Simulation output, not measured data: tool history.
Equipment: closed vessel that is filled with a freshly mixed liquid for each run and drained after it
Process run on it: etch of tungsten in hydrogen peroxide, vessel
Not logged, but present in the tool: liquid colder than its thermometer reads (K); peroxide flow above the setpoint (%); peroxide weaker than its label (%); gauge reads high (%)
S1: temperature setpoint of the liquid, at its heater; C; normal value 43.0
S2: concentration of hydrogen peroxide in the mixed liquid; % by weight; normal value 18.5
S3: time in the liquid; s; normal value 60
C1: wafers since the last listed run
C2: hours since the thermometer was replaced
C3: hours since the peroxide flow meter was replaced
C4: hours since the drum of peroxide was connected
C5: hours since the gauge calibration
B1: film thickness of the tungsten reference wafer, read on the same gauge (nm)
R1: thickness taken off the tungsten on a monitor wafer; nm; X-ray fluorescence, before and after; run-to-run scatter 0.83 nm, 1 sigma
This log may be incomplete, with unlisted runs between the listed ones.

run 1 hour=0.0 | S1=43.0 S2=18.5 S3=60 | C1=0 C2=522.3 C3=1593.7 C4=663.7 C5=171.3 | B1=99.99 | R1=85.75
run 2 hour=19.8 | S1=43.0 S2=18.5 S3=60 | C1=1704 C2=542.1 C3=1613.5 C4=683.5 C5=191.1 | B1=100.00 | R1=85.32
run 3 hour=45.8 | S1=43.0 S2=18.5 S3=60 | C1=2237 C2=568.1 C3=1639.5 C4=709.5 C5=217.1 | B1=100.02 | R1=86.34
run 4 hour=75.8 | S1=43.0 S2=17.0 S3=60 | C1=2582 C2=598.1 C3=1669.5 C4=739.5 C5=247.1 | B1=99.97 | R1=82.45
run 5 hour=89.4 | S1=43.0 S2=18.5 S3=85 | C1=1170 C2=611.7 C3=1683.1 C4=753.1 C5=260.7 | B1=100.00 | R1=121.84
run 6 hour=111.6 | S1=43.0 S2=18.5 S3=85 | C1=1910 C2=633.9 C3=1705.3 C4=775.3 C5=282.9 | B1=100.01 | R1=120.11
run 7 hour=139.3 | S1=43.0 S2=18.5 S3=60 | C1=2384 C2=661.6 C3=1733.0 C4=803.0 C5=310.6 | B1=99.99 | R1=83.98
run 8 hour=157.9 | S1=43.0 S2=18.5 S3=60 | C1=1600 C2=680.2 C3=1751.6 C4=821.6 C5=329.2 | B1=100.01 | R1=85.26
run 9 hour=212.3 | S1=43.0 S2=18.5 S3=60 | C1=4682 C2=734.6 C3=1806.0 C4=876.0 C5=383.6 | B1=100.00 | R1=84.94
run 10 hour=246.9 | S1=43.0 S2=18.5 S3=60 | C1=2977 C2=769.2 C3=1840.6 C4=910.6 C5=418.2 | B1=99.95 | R1=84.03
run 11 hour=259.4 | S1=39.0 S2=20.0 S3=30 | C1=1075 C2=781.7 C3=1853.1 C4=923.1 C5=430.7 | B1=99.97 | R1=33.37
run 12 hour=293.6 | S1=43.0 S2=13.0 S3=75 | C1=2943 C2=815.9 C3=1887.3 C4=957.3 C5=464.9 | B1=100.01 | R1=88.06
-- hour=306.8 thermometer replaced
run 13 hour=320.8 | S1=43.0 S2=18.5 S3=60 | C1=2254 C2=14.0 C3=1914.5 C4=984.5 C5=492.1 | B1=99.97 | R1=90.00
-- hour=323.9 new drum of peroxide connected
run 14 hour=349.6 | S1=43.0 S2=18.5 S3=60 | C1=2392 C2=42.8 C3=1943.3 C4=25.7 C5=520.9 | B1=99.97 | R1=88.78
-- hour=375.9 peroxide flow meter replaced
-- hour=382.5 gauge calibrated
run 15 hour=409.9 | S1=43.0 S2=16.0 S3=60 | C1=5103 C2=103.1 C3=34.0 C4=86.0 C5=27.4 | B1=99.98 | R1=83.01
run 16 hour=441.5 | S1=43.0 S2=18.5 S3=75 | C1=2719 C2=134.7 C3=65.6 C4=117.6 C5=59.0 | B1=99.98 | R1=112.89
run 17 hour=456.5 | S1=43.0 S2=18.5 S3=60 | C1=1291 C2=149.7 C3=80.6 C4=132.6 C5=74.0 | B1=99.99 | R1=88.82
run 18 hour=477.8 | S1=47.0 S2=14.5 S3=60 | C1=1833 C2=171.0 C3=101.9 C4=153.9 C5=95.3 | B1=99.98 | R1=102.22
run 19 hour=498.6 | S1=35.5 S2=17.0 S3=30 | C1=1790 C2=191.8 C3=122.7 C4=174.7 C5=116.1 | B1=100.03 | R1=26.14
run 20 hour=520.7 | S1=49.0 S2=21.0 S3=30 | C1=1902 C2=213.9 C3=144.8 C4=196.8 C5=138.2 | B1=100.01 | R1=68.69
run 21 hour=547.6 | S1=43.0 S2=18.5 S3=60 | C1=2315 C2=240.8 C3=171.7 C4=223.7 C5=165.1 | B1=100.02 | R1=87.69

Take each entry between the runs: how does the hidden state at the last listed run before it differ from the hidden state at the first listed run after it?
From run 12 to run 13: thermometer replaced (hour 306.8)
  liquid colder than its thermometer reads (K): 1.08 -> 0.143
  the result without the hidden state subtracted from the measured one, R1: -6.31 -> -0.81 nm
From run 13 to run 14: new drum of peroxide connected (hour 323.9)
  liquid colder than its thermometer reads (K): 0.143 -> 0.177
  the result without the hidden state subtracted from the measured one, R1: -0.81 -> -1.03 nm
From run 14 to run 15: peroxide flow meter replaced (hour 375.9); gauge calibrated (hour 382.5)
  liquid colder than its thermometer reads (K): 0.177 -> 0.247
  the result without the hidden state subtracted from the measured one, R1: -1.03 -> -1.34 nm
